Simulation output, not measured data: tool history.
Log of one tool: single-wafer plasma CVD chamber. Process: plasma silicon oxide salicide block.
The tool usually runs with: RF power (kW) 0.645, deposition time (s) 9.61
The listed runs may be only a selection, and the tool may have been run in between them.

run,hour,RF power (kW),deposition time (s),wafers since the last listed run,hours since the last RF generator calibration,hours since the showerhead was replaced,hours since the gauge calibration,"read-back reference wafer on the same gauge, thickness_nm",mean film thickness on the monitor wafer (angstrom)
1,0.0,0.645,9.61,0,655.0,4033.2,131.8,117.084,962.16
2,7.8,0.610,9.61,228,662.8,4041.0,139.6,117.059,953.05
3,17.7,0.645,9.61,289,672.7,4050.9,149.5,117.130,965.44
4,32.9,0.645,9.61,444,687.9,4066.1,164.7,117.104,965.74
5,49.1,0.645,9.61,473,704.1,4082.3,180.9,117.118,965.09
6,63.7,0.645,9.61,426,718.7,4096.9,195.5,117.137,964.28
7,80.8,0.645,9.61,499,735.8,4114.0,212.6,117.085,962.45
# hour 91.0: showerhead replaced
8,96.1,0.645,9.61,213,751.1,5.1,227.9,117.147,964.84
9,105.5,0.645,9.61,274,760.5,14.5,237.3,117.053,962.39
# hour 107.4: gauge calibrated
10,125.6,0.645,9.61,587,780.6,34.6,18.2,117.167,965.26
11,142.4,0.645,9.61,491,797.4,51.4,35.0,117.097,964.77
12,148.9,0.740,9.61,190,803.9,57.9,41.5,117.057,995.43
13,155.3,0.580,9.61,187,810.3,64.3,47.9,117.112,943.74
14,168.2,0.645,9.61,377,823.2,77.2,60.8,117.132,963.93
15,185.6,0.760,8.83,508,840.6,94.6,78.2,117.069,918.17
# hour 203.7: RF generator calibrated
16,204.2,0.645,9.61,309,0.5,113.2,96.8,117.101,980.25
17,204.5,0.745,10.44,8,0.8,113.5,97.1,117.058,1099.18
18,211.1,0.725,11.52,192,7.4,120.1,103.7,117.111,1203.71
19,222.9,0.740,10.36,345,19.2,131.9,115.5,117.129,1087.32
20,232.1,0.755,10.94,269,28.4,141.1,124.7,117.086,1151.30
21,248.3,0.685,7.88,473,44.6,157.3,140.9,117.104,813.57
22,265.2,0.645,10.14,494,61.5,174.2,157.8,117.056,1030.33

What would each run have given without the hidden state, its run-to-run variation left as it was?
What the log doesn't record here: delivered RF power above the setpoint (%); gauge reads high (%).
run,mean film thickness on the monitor wafer (angstrom)
1,979.16
2,969.94
3,982.61
4,982.99
5,982.41
6,981.66
7,979.88
8,982.38
9,979.92
10,982.92
11,982.49
12,1013.73
13,961.11
14,981.72
15,935.16
16,980.90
17,1099.92
18,1205.04
19,1089.31
20,1154.05
21,816.26
22,1034.69
